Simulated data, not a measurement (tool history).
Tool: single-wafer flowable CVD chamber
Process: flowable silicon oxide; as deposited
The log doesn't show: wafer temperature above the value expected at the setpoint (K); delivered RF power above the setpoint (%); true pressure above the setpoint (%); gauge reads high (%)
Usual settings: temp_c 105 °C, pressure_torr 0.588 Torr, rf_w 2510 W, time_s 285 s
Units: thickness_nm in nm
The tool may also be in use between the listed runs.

run	hour	temp_c	pressure_torr	rf_w	time_s	wafers since the last listed run	hours since the last thermocouple change	hours since the last RF generator calibration	hours since the last manometer calibration	hours since the showerhead was replaced	hours since the gauge calibration	read-back reference wafer on the same gauge, thickness_nm	thickness_nm
1	0	105	0.588	2755	285	0	840.8	1496.5	1543.9	6505.6	170.3	112.978	113.207
2	12.3	105	0.588	2510	285	50	853.1	1508.8	1556.2	6517.9	182.6	112.932	111.089
3	19.7	105	0.588	2510	285	30	860.5	1516.2	1563.6	6525.3	190	113.049	111.602
# hour 20.2: gauge calibrated
4	41.3	105	0.588	2510	285	88	882.1	1537.8	1585.2	6546.9	21.1	113.009	111.479
5	49.2	105	0.588	2510	285	32	890	1545.7	1593.1	6554.8	29	112.951	111.296
6	55.5	105	0.588	2510	285	25	896.3	1552	1599.4	6561.1	35.3	112.98	111.639
7	70.5	105	0.588	2510	285	61	911.3	1567	1614.4	6576.1	50.3	112.952	111.01
8	81.4	105	0.588	2510	285	44	922.2	1577.9	1625.3	6587	61.2	113.019	111.696
9	91.8	105	0.588	2510	285	42	932.6	1588.3	1635.7	6597.4	71.6	113.002	111.436
10	106.2	105	0.588	2510	285	58	947	1602.7	1650.1	6611.8	86	112.973	111.596
11	123.3	105	0.588	2510	285	69	964.1	1619.8	1667.2	6628.9	103.1	112.909	111.66
# hour 140.5: showerhead replaced
12	141	101	0.588	2510	285	39	981.8	1637.5	1684.9	0.5	120.8	113.053	130.603
13	146.4	101	0.588	2510	285	22	987.2	1642.9	1690.3	5.9	126.2	113.048	129.905
# hour 160.6: capacitance manometer re-zeroed and calibrated
14	161.1	105	0.694	2125	285	27	1001.9	1657.6	0.5	20.6	140.9	113.002	118.836
# hour 175.2: RF generator calibrated
15	175.7	105	0.727	2510	300	27	1016.5	0.5	15.1	35.2	155.5	113.033	136.028
16	186.5	105	0.588	2510	285	44	1027.3	11.3	25.9	46	166.3	113.03	104.466
17	196.3	105	0.521	2510	285	40	1037.1	21.1	35.7	55.8	176.1	113.056	93.196
18	208.8	105	0.457	2640	285	51	1049.6	33.6	48.2	68.3	188.6	113.048	83.102
# hour 217.3: gauge calibrated
19	217.4	105	0.465	2150	285	35	1058.2	42.2	56.8	76.9	0.1	113.005	81.001
# hour 226.1: thermocouple changed; heater temperature recalibrated
20	227.4	105	0.442	2510	242	8	1.3	52.2	66.8	86.9	10.1	113.032	67.893
21	244.8	105	0.588	2510	250	71	18.7	69.6	84.2	104.3	27.5	112.991	92.115
22	257.4	111	0.544	2510	285	51	31.3	82.2	96.8	116.9	40.1	112.994	77.814
23	264	101	0.588	2510	285	27	37.9	88.8	103.4	123.5	46.7	112.887	122.783
24	274.3	105	0.493	2510	285	42	48.2	99.1	113.7	133.8	57	112.99	88.698
25	285	105	0.649	2510	241	43	58.9	109.8	124.4	144.5	67.7	113.016	98.284
26	300.2	105	0.663	2970	265	62	74.1	125	139.6	159.7	82.9	113.044	112.428

3 ways to go on from here, each from the tool as it stands after run 26. What would each give?
A	300.7	105	0.588	2510	285	2	74.6	125.5	140.1	160.2	83.4	?	?
B	300.7	113	0.463	2510	285	2	74.6	125.5	140.1	160.2	83.4	?	?
C	300.7	105	0.588	2785	285	2	74.6	125.5	140.1	160.2	83.4	?	?

run	read-back reference wafer on the same gauge, thickness_nm	thickness_nm
A	112.96	105.232
B	112.96	62.332
C	112.96	106.818
Without the tool's hidden state the same runs would have given:
run	thickness_nm
A	103.815
B	61.491
C	105.38

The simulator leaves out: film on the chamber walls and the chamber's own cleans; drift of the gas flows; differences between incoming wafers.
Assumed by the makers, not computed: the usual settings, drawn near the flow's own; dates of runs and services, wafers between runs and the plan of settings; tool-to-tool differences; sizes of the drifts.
